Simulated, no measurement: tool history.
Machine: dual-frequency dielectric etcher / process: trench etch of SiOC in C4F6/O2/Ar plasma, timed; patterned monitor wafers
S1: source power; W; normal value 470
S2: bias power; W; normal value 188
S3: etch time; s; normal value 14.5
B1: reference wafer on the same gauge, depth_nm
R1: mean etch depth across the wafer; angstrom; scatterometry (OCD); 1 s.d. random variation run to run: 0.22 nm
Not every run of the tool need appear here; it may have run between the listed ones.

Run 1, hour 0: usual settings; B1 38.83. Result: R1 336.8 angstrom.
Run 2, hour 17.9: usual settings; B1 38.82. Result: R1 337.3 angstrom.
Run 3, hour 76.6: usual settings; B1 38.87. Result: R1 331.3 angstrom.
Run 4, hour 105.9: usual settings; B1 38.83. Result: R1 333.4 angstrom.
Run 5, hour 123: usual settings; B1 38.79. Result: R1 329.3 angstrom.
Run 6, hour 135.9: usual settings; B1 38.81. Result: R1 336.4 angstrom.
Run 7, hour 170.2: usual settings; B1 38.88. Result: R1 329.3 angstrom.
Run 8, hour 198.3: usual settings; B1 38.85. Result: R1 329.8 angstrom.
Run 9, hour 221.7: usual settings but S3 11.5 s; B1 38.79. Result: R1 260.8 angstrom.
Run 10, hour 246.7: usual settings but S3 11.5 s; B1 38.77. Result: R1 260.8 angstrom.
Run 11, hour 269.7: usual settings but S3 11.5 s; B1 38.82. Result: R1 257.6 angstrom.
At hour 302: bias power generator calibrated.
Run 12, hour 302.5: usual settings; B1 38.74. Result: R1 325.8 angstrom.
At hour 334.9: source power generator calibrated.
Run 13, hour 335.4: usual settings but S1 580 W, S2 204 W, S3 10.5 s; B1 38.8. Result: R1 264.9 angstrom.
At hour 362: wet clean of the chamber.
Run 14, hour 362.5: usual settings but S1 520 W; B1 38.86. Result: R1 358.6 angstrom.
Run 15, hour 364.4: usual settings but S1 540 W, S2 175 W, S3 11 s; B1 38.88. Result: R1 266.2 angstrom.
At hour 397.8: gauge calibrated.
At hour 420.9: upper electrode replaced.
Run 16, hour 421.4: usual settings; B1 38.8. Result: R1 344.9 angstrom.
Run 17, hour 427.2: usual settings but S2 153 W, S3 17.5 s; B1 38.75. Result: R1 375 angstrom.
Run 18, hour 456.8: usual settings but S1 580 W, S3 17 s; B1 38.76. Result: R1 436.9 angstrom.
Run 19, hour 479.3: usual settings but S1 590 W, S2 201 W, S3 18.5 s; B1 38.85. Result: R1 488.4 angstrom.
Run 20, hour 492.6: usual settings but S1 570 W, S2 151 W, S3 11 s; B1 38.82. Result: R1 254.7 angstrom.
Run 21, hour 523.7: usual settings; B1 38.76. Result: R1 336.7 angstrom.
Run 22, hour 536.8: usual settings; B1 38.77. Result: R1 335.8 angstrom.

5 options for the next run, each taken on its own from the tool as it stands now. Forecast them:
Run A, hour 537.2: usual settings but S3 18.5 s; B1 ?. Result: R1 ?.
Run B, hour 537.2: usual settings but S1 580 W, S2 151 W, S3 16 s; B1 ?. Result: R1 ?.
Run C, hour 537.2: usual settings but S2 155 W; B1 ?. Result: R1 ?.
Run D, hour 537.2: usual settings but S1 390 W, S2 214 W, S3 12 s; B1 ?. Result: R1 ?.
Run E, hour 537.2: usual settings but S2 170 W, S3 11.5 s; B1 ?. Result: R1 ?.

run     B1     R1
  A  38.76  435.3
  B  38.76  376.4
  C  38.76  314.9
  D  38.76  275.2
  E  38.76  259.6
Without the tool's unlogged condition, the same runs would have read:
run     R1
  A  440.9
  B  381.2
  C    319
  D  278.7
  E  262.9
